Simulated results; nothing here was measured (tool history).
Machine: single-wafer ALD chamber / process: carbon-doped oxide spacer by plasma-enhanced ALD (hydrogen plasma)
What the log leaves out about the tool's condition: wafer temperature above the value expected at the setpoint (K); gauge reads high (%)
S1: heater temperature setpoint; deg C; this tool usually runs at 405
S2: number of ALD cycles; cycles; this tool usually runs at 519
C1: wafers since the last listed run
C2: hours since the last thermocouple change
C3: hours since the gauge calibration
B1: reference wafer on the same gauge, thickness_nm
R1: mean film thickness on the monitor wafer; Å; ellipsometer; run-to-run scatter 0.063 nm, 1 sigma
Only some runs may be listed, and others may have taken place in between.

Run 1, hour 0.0: usual settings; C1 0; C2 1290.9; C3 55.9; B1 25.103. Result: R1 248.98 Å.
Run 2, hour 41.7: usual settings; C1 31; C2 1332.6; C3 97.6; B1 25.101. Result: R1 248.96 Å.
Run 3, hour 79.8: usual settings; C1 28; C2 1370.7; C3 135.7; B1 25.082. Result: R1 248.22 Å.
Run 4, hour 131.5: usual settings; C1 38; C2 1422.4; C3 187.4; B1 25.115. Result: R1 250.13 Å.
Run 5, hour 189.2: usual settings but S1 398 deg C, S2 547 cycles; C1 43; C2 1480.1; C3 245.1; B1 25.111. Result: R1 267.18 Å.
Run 6, hour 230.3: usual settings but S1 396 deg C; C1 30; C2 1521.2; C3 286.2; B1 25.100. Result: R1 253.89 Å.
Run 7, hour 278.8: usual settings but S1 396 deg C; C1 36; C2 1569.7; C3 334.7; B1 25.098. Result: R1 254.47 Å.
Run 8, hour 350.2: usual settings but S1 396 deg C; C1 53; C2 1641.1; C3 406.1; B1 25.093. Result: R1 254.64 Å.
Run 9, hour 416.6: usual settings; C1 49; C2 1707.5; C3 472.5; B1 25.115. Result: R1 247.99 Å.
At hour 433.6: thermocouple changed; heater temperature recalibrated.
Run 10, hour 471.7: usual settings; C1 35; C2 38.1; C3 527.6; B1 25.107. Result: R1 251.28 Å.
Run 11, hour 537.8: usual settings; C1 49; C2 104.2; C3 593.7; B1 25.086. Result: R1 250.79 Å.
Run 12, hour 565.0: usual settings; C1 20; C2 131.4; C3 620.9; B1 25.092. Result: R1 251.45 Å.
Run 13, hour 634.1: usual settings but S2 563 cycles; C1 51; C2 200.5; C3 690.0; B1 25.104. Result: R1 271.10 Å.
Run 14, hour 664.7: usual settings but S1 414 deg C; C1 22; C2 231.1; C3 720.6; B1 25.097. Result: R1 244.08 Å.
At hour 699.1: gauge calibrated.
Run 15, hour 703.1: usual settings but S1 412 deg C, S2 463 cycles; C1 28; C2 269.5; C3 4.0; B1 25.106. Result: R1 219.02 Å.
Run 16, hour 736.6: usual settings but S2 588 cycles; C1 25; C2 303.0; C3 37.5; B1 25.105. Result: R1 284.90 Å.
Run 17, hour 791.3: usual settings; C1 41; C2 357.7; C3 92.2; B1 25.077. Result: R1 249.90 Å.
Run 18, hour 824.9: usual settings but S1 399 deg C, S2 565 cycles; C1 25; C2 391.3; C3 125.8; B1 25.122. Result: R1 277.44 Å.
Run 19, hour 862.1: usual settings but S1 419 deg C, S2 423 cycles; C1 27; C2 428.5; C3 163.0; B1 25.101. Result: R1 196.40 Å.
Run 20, hour 959.6: usual settings; C1 73; C2 526.0; C3 260.5; B1 25.098. Result: R1 249.61 Å.

State the hidden condition of the tool at each of the runs:
gauge reads high (%): 0 across all the runs
H1: wafer temperature above the value expected at the setpoint (K)
run    H1
  1  4.57
  2  4.72
  3  4.85
  4  5.04
  5  5.25
  6   5.4
  7  5.57
  8  5.83
  9  6.06
 10  1.04
 11  1.27
 12  1.37
 13  1.62
 14  1.73
 15  1.87
 16  1.99
 17  2.18
 18   2.3
 19  2.44
 20  2.79
